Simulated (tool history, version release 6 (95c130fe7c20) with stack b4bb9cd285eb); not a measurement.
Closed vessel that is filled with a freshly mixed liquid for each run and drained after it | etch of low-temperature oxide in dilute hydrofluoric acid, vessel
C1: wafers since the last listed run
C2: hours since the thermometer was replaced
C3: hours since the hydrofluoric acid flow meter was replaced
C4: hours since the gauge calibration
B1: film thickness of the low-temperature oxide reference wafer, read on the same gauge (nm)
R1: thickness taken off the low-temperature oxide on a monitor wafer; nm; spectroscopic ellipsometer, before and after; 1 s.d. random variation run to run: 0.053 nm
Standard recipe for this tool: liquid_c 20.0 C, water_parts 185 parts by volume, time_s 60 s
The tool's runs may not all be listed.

{"run": 1, "hour": 0.0, "liquid_c": 20.0, "water_parts": 185, "time_s": 60, "C1": 0, "C2": 1998.5, "C3": 1615.7, "C4": 608.7, "B1": 130.0, "R1": 6.11}
{"run": 2, "hour": 32.6, "liquid_c": 20.0, "water_parts": 185, "time_s": 60, "C1": 2235, "C2": 2031.1, "C3": 1648.3, "C4": 641.3, "B1": 130.01, "R1": 6.26}
{"run": 3, "hour": 60.4, "liquid_c": 20.0, "water_parts": 185, "time_s": 60, "C1": 1906, "C2": 2058.9, "C3": 1676.1, "C4": 669.1, "B1": 130.0, "R1": 6.12}
{"run": 4, "hour": 149.9, "liquid_c": 21.0, "water_parts": 185, "time_s": 60, "C1": 6137, "C2": 2148.4, "C3": 1765.6, "C4": 758.6, "B1": 130.01, "R1": 6.53}
{"run": 5, "hour": 171.1, "liquid_c": 21.0, "water_parts": 185, "time_s": 60, "C1": 1453, "C2": 2169.6, "C3": 1786.8, "C4": 779.8, "B1": 130.01, "R1": 6.5}
{"run": 6, "hour": 203.0, "liquid_c": 20.0, "water_parts": 185, "time_s": 60, "C1": 2187, "C2": 2201.5, "C3": 1818.7, "C4": 811.7, "B1": 130.03, "R1": 6.29}
{"run": 7, "hour": 226.7, "liquid_c": 20.0, "water_parts": 185, "time_s": 60, "C1": 1625, "C2": 2225.2, "C3": 1842.4, "C4": 835.4, "B1": 130.01, "R1": 6.27}
{"hour": 257.0, "done": "gauge calibrated"}
{"run": 8, "hour": 261.4, "liquid_c": 20.0, "water_parts": 185, "time_s": 60, "C1": 2379, "C2": 2259.9, "C3": 1877.1, "C4": 4.4, "B1": 130.02, "R1": 6.31}
{"run": 9, "hour": 276.6, "liquid_c": 20.0, "water_parts": 115, "time_s": 60, "C1": 1042, "C2": 2275.1, "C3": 1892.3, "C4": 19.6, "B1": 129.98, "R1": 10.91}
{"run": 10, "hour": 298.1, "liquid_c": 20.0, "water_parts": 115, "time_s": 60, "C1": 1474, "C2": 2296.6, "C3": 1913.8, "C4": 41.1, "B1": 130.0, "R1": 10.67}
{"run": 11, "hour": 325.8, "liquid_c": 20.0, "water_parts": 185, "time_s": 60, "C1": 1899, "C2": 2324.3, "C3": 1941.5, "C4": 68.8, "B1": 129.99, "R1": 6.2}
{"run": 12, "hour": 342.7, "liquid_c": 20.0, "water_parts": 185, "time_s": 60, "C1": 1158, "C2": 2341.2, "C3": 1958.4, "C4": 85.7, "B1": 129.98, "R1": 6.37}
{"run": 13, "hour": 362.8, "liquid_c": 20.0, "water_parts": 185, "time_s": 60, "C1": 1378, "C2": 2361.3, "C3": 1978.5, "C4": 105.8, "B1": 129.99, "R1": 6.3}
{"run": 14, "hour": 421.0, "liquid_c": 17.0, "water_parts": 185, "time_s": 45, "C1": 3990, "C2": 2419.5, "C3": 2036.7, "C4": 164.0, "B1": 130.0, "R1": 4.22}
{"run": 15, "hour": 438.1, "liquid_c": 17.0, "water_parts": 185, "time_s": 45, "C1": 1172, "C2": 2436.6, "C3": 2053.8, "C4": 181.1, "B1": 130.01, "R1": 4.23}
{"run": 16, "hour": 452.2, "liquid_c": 20.0, "water_parts": 185, "time_s": 60, "C1": 966, "C2": 2450.7, "C3": 2067.9, "C4": 195.2, "B1": 130.01, "R1": 6.4}
{"hour": 460.0, "done": "thermometer replaced"}
{"run": 17, "hour": 487.4, "liquid_c": 20.0, "water_parts": 185, "time_s": 60, "C1": 2345, "C2": 27.4, "C3": 2103.1, "C4": 230.4, "B1": 130.02, "R1": 6.53}
{"run": 18, "hour": 508.8, "liquid_c": 18.0, "water_parts": 185, "time_s": 60, "C1": 1467, "C2": 48.8, "C3": 2124.5, "C4": 251.8, "B1": 130.01, "R1": 5.88}
{"run": 19, "hour": 545.1, "liquid_c": 17.0, "water_parts": 185, "time_s": 60, "C1": 2489, "C2": 85.1, "C3": 2160.8, "C4": 288.1, "B1": 129.99, "R1": 5.64}
{"run": 20, "hour": 561.5, "liquid_c": 24.0, "water_parts": 265, "time_s": 35, "C1": 1124, "C2": 101.5, "C3": 2177.2, "C4": 304.5, "B1": 129.99, "R1": 2.81}
{"hour": 572.8, "done": "hydrofluoric acid flow meter replaced"}
{"run": 21, "hour": 595.1, "liquid_c": 18.0, "water_parts": 160, "time_s": 75, "C1": 2235, "C2": 135.1, "C3": 22.3, "C4": 338.1, "B1": 130.0, "R1": 7.58}
{"run": 22, "hour": 623.3, "liquid_c": 20.0, "water_parts": 245, "time_s": 85, "C1": 1933, "C2": 163.3, "C3": 50.5, "C4": 366.3, "B1": 130.01, "R1": 5.52}
{"run": 23, "hour": 643.0, "liquid_c": 20.0, "water_parts": 185, "time_s": 60, "C1": 1350, "C2": 183.0, "C3": 70.2, "C4": 386.0, "B1": 129.98, "R1": 5.47}
{"run": 24, "hour": 659.1, "liquid_c": 20.0, "water_parts": 185, "time_s": 95, "C1": 1103, "C2": 199.1, "C3": 86.3, "C4": 402.1, "B1": 130.0, "R1": 8.61}
{"run": 25, "hour": 671.2, "liquid_c": 20.0, "water_parts": 185, "time_s": 85, "C1": 829, "C2": 211.2, "C3": 98.4, "C4": 414.2, "B1": 129.99, "R1": 7.76}
{"run": 26, "hour": 701.0, "liquid_c": 20.0, "water_parts": 115, "time_s": 60, "C1": 2043, "C2": 241.0, "C3": 128.2, "C4": 444.0, "B1": 130.03, "R1": 9.52}
{"run": 27, "hour": 719.1, "liquid_c": 20.0, "water_parts": 185, "time_s": 90, "C1": 1241, "C2": 259.1, "C3": 146.3, "C4": 462.1, "B1": 130.02, "R1": 8.41}
{"run": 28, "hour": 742.2, "liquid_c": 20.0, "water_parts": 185, "time_s": 30, "C1": 1583, "C2": 282.2, "C3": 169.4, "C4": 485.2, "B1": 129.99, "R1": 2.75}
{"run": 29, "hour": 764.3, "liquid_c": 20.0, "water_parts": 185, "time_s": 60, "C1": 1515, "C2": 304.3, "C3": 191.5, "C4": 507.3, "B1": 130.0, "R1": 5.57}
{"run": 30, "hour": 789.7, "liquid_c": 17.5, "water_parts": 185, "time_s": 60, "C1": 1741, "C2": 329.7, "C3": 216.9, "C4": 532.7, "B1": 130.0, "R1": 5.0}

Per-run results on a tool with no hidden state, each run keeping its own random variation:
Hidden conditions of the tool in this case: liquid hotter than its thermometer reads (K); hydrofluoric acid flow above the setpoint (%); gauge reads high (%).
run=1 R1=5.41
run=2 R1=5.53
run=3 R1=5.39
run=4 R1=5.72
run=5 R1=5.68
run=6 R1=5.49
run=7 R1=5.47
run=8 R1=5.49
run=9 R1=9.55
run=10 R1=9.33
run=11 R1=5.38
run=12 R1=5.52
run=13 R1=5.45
run=14 R1=3.65
run=15 R1=3.65
run=16 R1=5.51
run=17 R1=5.61
run=18 R1=5.05
run=19 R1=4.84
run=20 R1=2.38
run=21 R1=7.56
run=22 R1=5.49
run=23 R1=5.44
run=24 R1=8.55
run=25 R1=7.70
run=26 R1=9.43
run=27 R1=8.31
run=28 R1=2.72
run=29 R1=5.49
run=30 R1=4.92

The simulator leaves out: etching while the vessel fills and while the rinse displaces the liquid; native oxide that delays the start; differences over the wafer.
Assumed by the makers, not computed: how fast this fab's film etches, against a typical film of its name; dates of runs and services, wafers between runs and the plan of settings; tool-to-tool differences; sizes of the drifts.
